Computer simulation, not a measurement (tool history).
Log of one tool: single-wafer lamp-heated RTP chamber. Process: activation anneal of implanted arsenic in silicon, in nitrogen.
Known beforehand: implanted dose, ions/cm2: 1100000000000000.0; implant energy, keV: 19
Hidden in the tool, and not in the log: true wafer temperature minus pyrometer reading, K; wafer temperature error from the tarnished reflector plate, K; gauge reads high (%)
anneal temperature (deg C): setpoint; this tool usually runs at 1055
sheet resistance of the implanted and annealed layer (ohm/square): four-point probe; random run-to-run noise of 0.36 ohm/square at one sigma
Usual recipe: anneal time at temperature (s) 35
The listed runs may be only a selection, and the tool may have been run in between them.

| run | hour | anneal temperature (deg C) | anneal time at temperature (s) | wafers since the last listed run | wafers since the last pyrometer calibration | wafers since the reflector plate was cleaned | hours since the gauge calibration | read-back reference wafer on the same gauge, sheet resistance | sheet resistance of the implanted and annealed layer (ohm/square) |
|---|---|---|---|---|---|---|---|---|---|
| 1 | 0.0 | 1042 | 35 | 0 | 2156 | 5185 | 304.8 | 97.85 | 114.75 |
| 2 | 28.6 | 1055 | 29 | 587 | 2744 | 5772 | 333.4 | 97.86 | 113.51 |
| 3 | 96.1 | 1055 | 35 | 1385 | 4129 | 7157 | 400.9 | 98.09 | 111.32 |
|  | 132.7 | pyrometer window cleaned and pyrometer calibrated |
| 4 | 163.9 | 1055 | 35 | 1227 | 639 | 8385 | 468.7 | 97.90 | 113.17 |
| 5 | 228.2 | 1055 | 35 | 1319 | 1959 | 9705 | 533.0 | 98.09 | 111.88 |
|  | 256.2 | reflector plate cleaned |
| 6 | 280.1 | 1055 | 42 | 901 | 2860 | 490 | 584.9 | 98.01 | 111.19 |
| 7 | 306.0 | 1055 | 42 | 531 | 3392 | 1021 | 610.8 | 97.88 | 110.47 |
|  | 329.6 | pyrometer window cleaned and pyrometer calibrated |
| 8 | 356.3 | 1055 | 42 | 868 | 547 | 1890 | 661.1 | 97.93 | 112.15 |
| 9 | 421.6 | 1035 | 54 | 1340 | 1887 | 3230 | 726.4 | 97.95 | 112.60 |
| 10 | 459.0 | 1055 | 35 | 767 | 2655 | 3998 | 763.8 | 97.95 | 112.33 |
|  | 563.1 | gauge calibrated |
|  | 573.8 | pyrometer window cleaned and pyrometer calibrated |
| 11 | 595.2 | 1041 | 43 | 2631 | 439 | 6629 | 32.1 | 98.01 | 114.33 |
| 12 | 651.5 | 1069 | 43 | 1155 | 1595 | 7785 | 88.4 | 98.03 | 107.50 |
| 13 | 682.3 | 1045 | 54 | 632 | 2227 | 8417 | 119.2 | 97.97 | 109.86 |
|  | 722.3 | reflector plate cleaned |
| 14 | 747.2 | 1055 | 17 | 1168 | 3395 | 511 | 184.1 | 97.99 | 121.72 |
|  | 807.2 | pyrometer window cleaned and pyrometer calibrated |
| 15 | 818.4 | 1055 | 24 | 1297 | 229 | 1809 | 255.3 | 98.03 | 118.77 |
| 16 | 873.0 | 1045 | 54 | 1120 | 1350 | 2929 | 309.9 | 98.02 | 111.47 |
| 17 | 916.7 | 1035 | 35 | 897 | 2247 | 3826 | 353.6 | 97.98 | 117.37 |

Each row is a separate what-if for the run after 17, all from the same tool condition, not one after another. Results?
| A | 917.1 | 1029 | 35 | 8 | 2255 | 3835 | 354.0 | ? | ? |
| B | 917.1 | 1040 | 35 | 8 | 2255 | 3835 | 354.0 | ? | ? |
| C | 917.1 | 1068 | 28 | 8 | 2255 | 3835 | 354.0 | ? | ? |
| D | 917.1 | 1070 | 45 | 8 | 2255 | 3835 | 354.0 | ? | ? |

| run | read-back reference wafer on the same gauge, sheet resistance | sheet resistance of the implanted and annealed layer (ohm/square) |
|---|---|---|
| A | 97.99 | 117.99 |
| B | 97.99 | 115.28 |
| C | 97.99 | 111.11 |
| D | 97.99 | 105.90 |
With the hidden condition removed and each run's random variation left untouched, the same runs would have given:
| run | sheet resistance of the implanted and annealed layer (ohm/square) |
|---|---|
| A | 121.52 |
| B | 118.57 |
| C | 114.21 |
| D | 108.73 |
